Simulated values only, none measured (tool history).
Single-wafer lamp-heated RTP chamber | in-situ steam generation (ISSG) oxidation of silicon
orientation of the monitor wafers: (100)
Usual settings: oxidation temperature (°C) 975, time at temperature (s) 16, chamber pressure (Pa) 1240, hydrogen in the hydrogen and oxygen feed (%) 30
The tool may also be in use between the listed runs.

run   hour  oxidation temperature (°C)  time at temperature (s)  chamber pressure (Pa)  hydrogen in the hydrogen and oxygen feed (%)  wafers since the last listed run  wafers since the last pyrometer calibration  hours since the pressure gauge was zeroed  hours since the hydrogen flow controller was replaced  hours since the gauge calibration  read-back reference wafer on the same gauge, thickness  oxide thickness on the monitor wafer (nm)
  1      0                         975                       16                   1240                                            24                                 0                                          937                                     3480.3                                                   17.9                             1346.1                                                   5.343                                       4.62
  2   53.6                         975                       20                   1240                                            30                               446                                         1383                                     3533.9                                                   71.5                             1399.7                                                   5.343                                      5.361
  3  116.3                         975                       20                   1240                                            30                               522                                         1905                                     3596.6                                                  134.2                             1462.4                                                   5.341                                      5.379
  4  182.1                         975                       20                   1240                                            30                               548                                         2453                                     3662.4                                                    200                             1528.2                                                    5.34                                      5.404
     187.1  -- gauge calibrated
  5  221.1                         975                       12                   1240                                            30                               324                                         2778                                     3701.4                                                    239                                 34                                                   5.339                                      4.406
  6  252.4                         975                       16                   1240                                            30                               260                                         3039                                     3732.7                                                  270.3                               65.3                                                    5.34                                      4.951
  7  286.4                         975                       16                   1240                                            30                               283                                         3322                                     3766.7                                                  304.3                               99.3                                                    5.34                                      4.971
     304.5  -- pressure gauge zeroed
  8  317.6                         975                       16                   1240                                            30                               193                                         3515                                       13.1                                                  335.5                              130.5                                                   5.338                                      4.983
     329.4  -- pyrometer window cleaned and pyrometer calibrated
  9  342.9                         975                       16                   1240                                            30                               144                                          112                                       38.4                                                  360.8                              155.8                                                    5.34                                      4.876
 10    372                         975                       16                   1240                                            24                               242                                          354                                       67.5                                                  389.9                              184.9                                                    5.34                                      4.626
 11  416.7                         987                       16                   1240                                            30                               372                                          727                                      112.2                                                  434.6                              229.6                                                    5.34                                      5.101
 12  443.5                         975                       19                   1240                                            32                               223                                          950                                        139                                                  461.4                              256.4                                                   5.338                                      5.331
 13  471.4                         975                       16                   1360                                            20                               232                                         1182                                      166.9                                                  489.3                              284.3                                                   5.341                                      4.375
 14  523.3                         975                       16                   1360                                            30                               432                                         1614                                      218.8                                                  541.2                              336.2                                                   5.341                                      4.804
 15  551.2                         988                       16                   1173                                            30                               232                                         1847                                      246.7                                                  569.1                              364.1                                                    5.34                                      5.176
 16  580.7                         975                       16                   1240                                            24                               245                                         2092                                      276.2                                                  598.6                              393.6                                                    5.34                                      4.658
 17  610.5                         975                       13                   1360                                            20                               248                                         2341                                        306                                                  628.4                              423.4                                                   5.343                                      4.041
 18  679.2                         975                       16                   1133                                            30                               572                                         2913                                      374.7                                                  697.1                              492.1                                                   5.343                                       5.02

Run 19 comes next. What will it give?
 19  716.9                         962                       16                   1240                                            32                               313                                         3227                                      412.4                                                  734.8                              529.8                                                       ?                                          ?

Run 19 gave read-back reference wafer on the same gauge, thickness 5.34, oxide thickness on the monitor wafer (nm) 4.84.
Without the tool's hidden state the same run would have given oxide thickness on the monitor wafer (nm) 4.754.
